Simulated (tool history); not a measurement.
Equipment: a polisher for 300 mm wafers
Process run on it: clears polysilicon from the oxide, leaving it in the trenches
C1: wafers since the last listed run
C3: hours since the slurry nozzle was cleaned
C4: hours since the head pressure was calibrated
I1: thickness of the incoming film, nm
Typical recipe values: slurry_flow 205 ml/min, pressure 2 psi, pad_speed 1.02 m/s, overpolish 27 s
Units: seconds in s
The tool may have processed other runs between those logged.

Run 1, hour 0: usual settings; C1 0; wafers polished on this pad 2583; C3 378.9; C4 1052.6; I1 551.2. Result: seconds 52.3 s.
At hour 30.1: worn pad replaced by a new one.
Run 2, hour 31.9: usual settings but overpolish 31 s; C1 327; wafers polished on this pad 20; C3 410.8; C4 1084.5; I1 541.7. Result: seconds 50.4 s.
Run 3, hour 63.3: usual settings but overpolish 31 s; C1 368; wafers polished on this pad 389; C3 442.2; C4 1115.9; I1 553.1. Result: seconds 52.2 s.
Run 4, hour 81.7: usual settings but overpolish 33 s; C1 216; wafers polished on this pad 605; C3 460.6; C4 1134.3; I1 546. Result: seconds 52.7 s.
Run 5, hour 96.5: usual settings; C1 173; wafers polished on this pad 779; C3 475.4; C4 1149.1; I1 551.1. Result: seconds 51.3 s.
Run 6, hour 124.2: usual settings; C1 325; wafers polished on this pad 1104; C3 503.1; C4 1176.8; I1 539.7. Result: seconds 51.2 s.
At hour 153.6: head pressure recalibrated.
Run 7, hour 155.7: usual settings; C1 346; wafers polished on this pad 1451; C3 534.6; C4 2.1; I1 557.7. Result: seconds 52.5 s.
Run 8, hour 176.9: usual settings; C1 249; wafers polished on this pad 1700; C3 555.8; C4 23.3; I1 548. Result: seconds 51.5 s.
Run 9, hour 192.6: usual settings; C1 184; wafers polished on this pad 1884; C3 571.5; C4 39; I1 545.6. Result: seconds 52.1 s.
At hour 225.6: worn pad replaced by a new one.
Run 10, hour 226.1: usual settings; C1 346; wafers polished on this pad 5; C3 605; C4 72.5; I1 549.1. Result: seconds 52.9 s.
Run 11, hour 248.1: usual settings; C1 258; wafers polished on this pad 263; C3 627; C4 94.5; I1 555.1. Result: seconds 53.3 s.
Run 12, hour 280.3: usual settings; C1 378; wafers polished on this pad 642; C3 659.2; C4 126.7; I1 559.9. Result: seconds 53.6 s.
Run 13, hour 312.1: usual settings but pad_speed 0.7 m/s, overpolish 16 s; C1 373; wafers polished on this pad 1015; C3 691; C4 158.5; I1 542.3. Result: seconds 73.8 s.
Run 14, hour 346: usual settings; C1 398; wafers polished on this pad 1414; C3 724.9; C4 192.4; I1 544.7. Result: seconds 53.2 s.
At hour 358.9: slurry nozzle cleaned.
Run 15, hour 364.1: usual settings; C1 200; wafers polished on this pad 1614; C3 5.2; C4 210.5; I1 556.9. Result: seconds 51 s.
Run 16, hour 390.8: usual settings; C1 313; wafers polished on this pad 1928; C3 31.9; C4 237.2; I1 551.2. Result: seconds 51 s.
Run 17, hour 408.1: usual settings but slurry_flow 230 ml/min; C1 203; wafers polished on this pad 2131; C3 49.2; C4 254.5; I1 553.9. Result: seconds 50.3 s.
Run 18, hour 430.4: usual settings but slurry_flow 170 ml/min; C1 261; wafers polished on this pad 2393; C3 71.5; C4 276.8; I1 543.1. Result: seconds 51.9 s.
At hour 460.8: worn pad replaced by a new one.
Run 19, hour 465.9: usual settings but slurry_flow 230 ml/min, pressure 1.4 psi, pad_speed 0.66 m/s, overpolish 38 s; C1 370; wafers polished on this pad 59; C3 107; C4 312.3; I1 558.8. Result: seconds 106.2 s.
Run 20, hour 493.4: usual settings but pressure 1.6 psi, pad_speed 0.68 m/s; C1 323; wafers polished on this pad 382; C3 134.5; C4 339.8; I1 547.5. Result: seconds 88 s.
Run 21, hour 520.3: usual settings; C1 316; wafers polished on this pad 698; C3 161.4; C4 366.7; I1 554.9. Result: seconds 49.9 s.
Run 22, hour 555.8: usual settings but pressure 2.3 psi, pad_speed 1.3 m/s; C1 417; wafers polished on this pad 1115; C3 196.9; C4 402.2; I1 549.7. Result: seconds 35.2 s.
Run 23, hour 611.1: usual settings; C1 649; wafers polished on this pad 1765; C3 252.2; C4 457.5; I1 540.4. Result: seconds 49.8 s.
Run 24, hour 638.9: usual settings but pressure 2.7 psi, overpolish 17 s; C1 326; wafers polished on this pad 2091; C3 280; C4 485.3; I1 551.9. Result: seconds 38.4 s.
Run 25, hour 673.6: usual settings but slurry_flow 170 ml/min, pad_speed 1.32 m/s; C1 407; wafers polished on this pad 2499; C3 314.7; C4 520; I1 551.5. Result: seconds 41.6 s.
At hour 687.7: worn pad replaced by a new one.
Run 26, hour 690.5: usual settings but pressure 2.7 psi, pad_speed 1.34 m/s; C1 151; wafers polished on this pad 32; C3 331.6; C4 536.9; I1 555.4. Result: seconds 30.6 s.
Run 27, hour 709.3: usual settings but overpolish 23 s; C1 220; wafers polished on this pad 253; C3 350.4; C4 555.7; I1 548. Result: seconds 52.3 s.
Run 28, hour 723.3: usual settings but pad_speed 1.38 m/s; C1 164; wafers polished on this pad 418; C3 364.4; C4 569.7; I1 551. Result: seconds 40.1 s.
Run 29, hour 759: usual settings; C1 419; wafers polished on this pad 837; C3 400.1; C4 605.4; I1 545.7. Result: seconds 52.2 s.
Run 30, hour 783.7: usual settings but slurry_flow 180 ml/min; C1 290; wafers polished on this pad 1127; C3 424.8; C4 630.1; I1 547.7. Result: seconds 53.3 s.
Run 31, hour 797: usual settings but pressure 1.8 psi; C1 156; wafers polished on this pad 1284; C3 438.1; C4 643.4; I1 550.8. Result: seconds 58.3 s.
Run 32, hour 831.1: usual settings but pressure 2.3 psi, overpolish 19 s; C1 400; wafers polished on this pad 1684; C3 472.2; C4 677.5; I1 544.8. Result: seconds 45.6 s.
Run 33, hour 848.2: usual settings but slurry_flow 170 ml/min, pressure 2.3 psi, pad_speed 1.32 m/s, overpolish 33 s; C1 200; wafers polished on this pad 1885; C3 489.3; C4 694.6; I1 549.4. Result: seconds 36.7 s.
Run 34, hour 881.7: usual settings; C1 393; wafers polished on this pad 2279; C3 522.8; C4 728.1; I1 549.8. Result: seconds 53.6 s.

Table of differences, measured result less the result of that run with no hidden state. Run-to-run variation is the same in both. Gauge scatter possibly is not:
Hidden state present: removal rate lost through wear of the pad, %; slurry flow missing at the pad, %; deviation of the head's pressure from its setpoint, %.
run  seconds
  1     +1.8
  2     +1.9
  3     +2.2
  4     +2.2
  5     +2.3
  6     +2.5
  7     +2.7
  8     +2.8
  9       +3
 10     +3.2
 11     +3.4
 12     +3.7
 13     +5.5
 14     +4.2
 15     +0.5
 16     +0.6
 17     +0.6
 18     +0.9
 19     +1.7
 20     +1.7
 21     +1.1
 22     +0.9
 23     +1.5
 24     +1.3
 25     +1.8
 26     +1.2
 27     +2.2
 28     +1.7
 29     +2.5
 30       +3
 31     +3.1
 32     +2.6
 33     +2.5
 34     +3.4
